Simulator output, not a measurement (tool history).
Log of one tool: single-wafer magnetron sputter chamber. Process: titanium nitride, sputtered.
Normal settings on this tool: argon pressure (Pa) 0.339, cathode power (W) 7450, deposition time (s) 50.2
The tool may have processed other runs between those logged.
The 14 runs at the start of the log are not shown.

| run | day | argon pressure (Pa) | cathode power (W) | deposition time (s) | read-back reference wafer on the same gauge, thickness_nm | mean film thickness on the monitor wafer (angstrom) |
|---|---|---|---|---|---|---|
| 15 | 8.750 | 0.339 | 7450 | 50.2 | 71.049 | 677.28 |
| 16 | 9.217 | 0.339 | 7000 | 50.2 | 70.975 | 636.74 |
| 17 | 9.750 | 0.431 | 8900 | 50.2 | 71.011 | 773.36 |
| 18 | 10.429 | 0.339 | 7450 | 50.2 | 71.004 | 674.73 |
| 19 | 11.104 | 0.339 | 7450 | 50.2 | 70.958 | 675.95 |
| 20 | 11.592 | 0.461 | 7450 | 50.2 | 71.057 | 648.00 |
| 21 | 12.246 | 0.339 | 7450 | 50.2 | 70.947 | 669.30 |
| 22 | 12.900 | 0.418 | 6850 | 57.2 | 71.049 | 688.20 |
| 23 | 13.454 | 0.418 | 8800 | 50.2 | 70.940 | 762.14 |
|  | 14.325 | magnet pack replaced |
|  | 14.500 | sputter target and shields replaced |
| 24 | 14.521 | 0.339 | 8950 | 50.2 | 71.095 | 825.84 |
| 25 | 15.867 | 0.339 | 8050 | 59.1 | 71.010 | 869.43 |
| 26 | 16.538 | 0.276 | 5800 | 56.9 | 71.033 | 629.76 |
| 27 | 17.017 | 0.397 | 6800 | 46.8 | 71.064 | 575.72 |
| 28 | 17.362 | 0.222 | 5750 | 42.3 | 71.080 | 470.31 |
| 29 | 17.925 | 0.339 | 7450 | 50.2 | 71.029 | 682.62 |
| 30 | 18.612 | 0.402 | 5850 | 50.2 | 71.068 | 531.08 |
| 31 | 19.158 | 0.304 | 9050 | 46.4 | 70.991 | 753.59 |
| 32 | 19.788 | 0.339 | 7450 | 50.2 | 71.094 | 675.17 |
| 33 | 20.342 | 0.255 | 6800 | 45.1 | 71.051 | 570.81 |
| 34 | 20.912 | 0.339 | 7450 | 50.2 | 70.944 | 669.55 |

Predict each of these 5 candidate next runs independently; none follows another, all start after run 34:
| A | 20.929 | 0.339 | 7450 | 50.2 | ? | ? |
| B | 20.929 | 0.262 | 8500 | 44.4 | ? | ? |
| C | 20.929 | 0.458 | 5800 | 58.8 | ? | ? |
| D | 20.929 | 0.398 | 5650 | 57.0 | ? | ? |
| E | 20.929 | 0.377 | 6450 | 40.5 | ? | ? |

| run | read-back reference wafer on the same gauge, thickness_nm | mean film thickness on the monitor wafer (angstrom) |
|---|---|---|
| A | 71.045 | 670.93 |
| B | 71.045 | 687.89 |
| C | 71.045 | 601.71 |
| D | 71.045 | 581.36 |
| E | 71.045 | 468.61 |
The same runs, with their run-to-run variation unchanged, on a tool lacking any hidden condition would have given:
| run | mean film thickness on the monitor wafer (angstrom) |
|---|---|
| A | 699.06 |
| B | 716.74 |
| C | 626.95 |
| D | 605.74 |
| E | 488.27 |

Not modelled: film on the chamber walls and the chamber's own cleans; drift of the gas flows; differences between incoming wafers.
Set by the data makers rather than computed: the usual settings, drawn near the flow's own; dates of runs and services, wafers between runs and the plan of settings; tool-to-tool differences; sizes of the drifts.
